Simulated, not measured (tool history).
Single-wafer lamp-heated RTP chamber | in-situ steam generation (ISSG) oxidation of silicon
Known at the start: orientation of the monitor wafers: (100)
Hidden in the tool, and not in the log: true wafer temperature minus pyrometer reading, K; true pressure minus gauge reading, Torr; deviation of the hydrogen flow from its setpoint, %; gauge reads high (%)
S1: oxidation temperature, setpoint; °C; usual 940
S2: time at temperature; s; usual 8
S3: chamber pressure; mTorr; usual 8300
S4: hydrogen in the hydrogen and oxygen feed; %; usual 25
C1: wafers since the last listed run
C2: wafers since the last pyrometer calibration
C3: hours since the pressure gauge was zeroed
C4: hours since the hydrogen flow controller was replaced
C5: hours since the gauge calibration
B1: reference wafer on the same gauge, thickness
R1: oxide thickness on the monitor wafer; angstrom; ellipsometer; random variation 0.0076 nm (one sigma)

run	hour	S1	S2	S3	S4	C1	C2	C3	C4	C5	B1	R1
1	0.0	940	8	8300	18	0	511	3961.6	4550.8	2594.8	2.850	31.10
2	52.4	940	8	8300	25	512	1024	4014.0	4603.2	2647.2	2.853	33.96
3	99.7	940	8	8300	25	462	1487	4061.3	4650.5	2694.5	2.850	34.03
# hour 148.3: pressure gauge zeroed
4	194.6	940	8	8300	25	850	2337	46.3	4745.4	2789.4	2.851	34.05
5	286.5	940	8	8300	25	899	3236	138.2	4837.3	2881.3	2.850	34.10
6	333.7	940	8	8300	25	461	3698	185.4	4884.5	2928.5	2.849	33.99
7	396.8	940	8	8300	29	617	4315	248.5	4947.6	2991.6	2.849	35.66
8	436.1	940	8	8300	29	384	4700	287.8	4986.9	3030.9	2.848	35.57
# hour 495.5: pyrometer window cleaned and pyrometer calibrated, repeated, since the last time left the tool worse
9	526.5	924	7	8300	20	806	302	378.2	5077.3	3121.3	2.847	29.11
10	596.0	925	8	8300	25	679	982	447.7	5146.8	3190.8	2.848	32.35
11	650.6	947	8	8300	32	534	1517	502.3	5201.4	3245.4	2.848	36.24
12	711.9	940	5	8300	32	599	2116	563.6	5262.7	3306.7	2.849	30.58
13	810.5	930	8	7800	15	964	3081	662.2	5361.3	3405.3	2.850	28.85
14	909.2	940	8	8300	25	965	4047	760.9	5460.0	3504.0	2.849	33.32
15	1015.5	947	6	9400	32	1039	5086	867.2	5566.3	3610.3	2.847	32.33
16	1088.6	940	8	8300	25	715	5802	940.3	5639.4	3683.4	2.851	33.57
# hour 1247.8: hydrogen flow controller replaced
# hour 1379.4: pyrometer window cleaned and pyrometer calibrated
17	1379.9	940	8	8300	28	2693	4	1231.6	132.1	3974.7	2.851	34.28
18	1468.5	959	8	8300	21	866	871	1320.2	220.7	4063.3	2.851	33.10
19	1567.9	940	10	8300	25	972	1843	1419.6	320.1	4162.7	2.849	35.89
20	1654.2	923	8	9600	18	844	2688	1505.9	406.4	4249.0	2.850	29.28
21	1709.8	940	8	8300	25	543	3232	1561.5	462.0	4304.6	2.852	33.33
# hour 1730.2: gauge calibrated
22	1782.3	940	8	8300	25	709	3941	1634.0	534.5	52.1	2.848	33.48
23	1875.6	940	8	8300	25	912	4854	1727.3	627.8	145.4	2.849	33.46
24	1942.0	940	10	7200	25	649	5503	1793.7	694.2	211.8	2.850	36.23
25	2000.4	958	7	9300	25	571	6075	1852.1	752.6	270.2	2.848	32.62
26	2045.2	949	5	7300	32	438	6513	1896.9	797.4	315.0	2.851	31.63
# hour 2273.1: pyrometer window cleaned and pyrometer calibrated
27	2320.2	940	8	8300	25	2612	461	2171.9	1072.4	590.0	2.850	33.32
28	2406.5	920	6	8300	25	844	1305	2258.2	1158.7	676.3	2.852	29.27
29	2455.7	940	8	8300	25	481	1786	2307.4	1207.9	725.5	2.849	33.22
30	2704.1	940	8	8300	18	2430	4216	2555.8	1456.3	973.9	2.849	30.68
31	2751.1	940	8	8300	28	459	4676	2602.8	1503.3	1020.9	2.849	34.51

Forecast each of these 4 alternatives for the next run:
A	2751.5	921	8	8300	25	3	4680	2603.2	1503.7	1021.3	?	?
B	2751.5	940	5	6900	21	3	4680	2603.2	1503.7	1021.3	?	?
C	2751.5	940	5	9700	25	3	4680	2603.2	1503.7	1021.3	?	?
D	2751.5	931	8	8300	25	3	4680	2603.2	1503.7	1021.3	?	?

run	B1	R1
A	2.847	32.13
B	2.847	26.88
C	2.847	27.72
D	2.847	32.70
Without the tool's hidden state the same runs would have given:
run	R1
A	32.01
B	26.79
C	27.63
D	32.57

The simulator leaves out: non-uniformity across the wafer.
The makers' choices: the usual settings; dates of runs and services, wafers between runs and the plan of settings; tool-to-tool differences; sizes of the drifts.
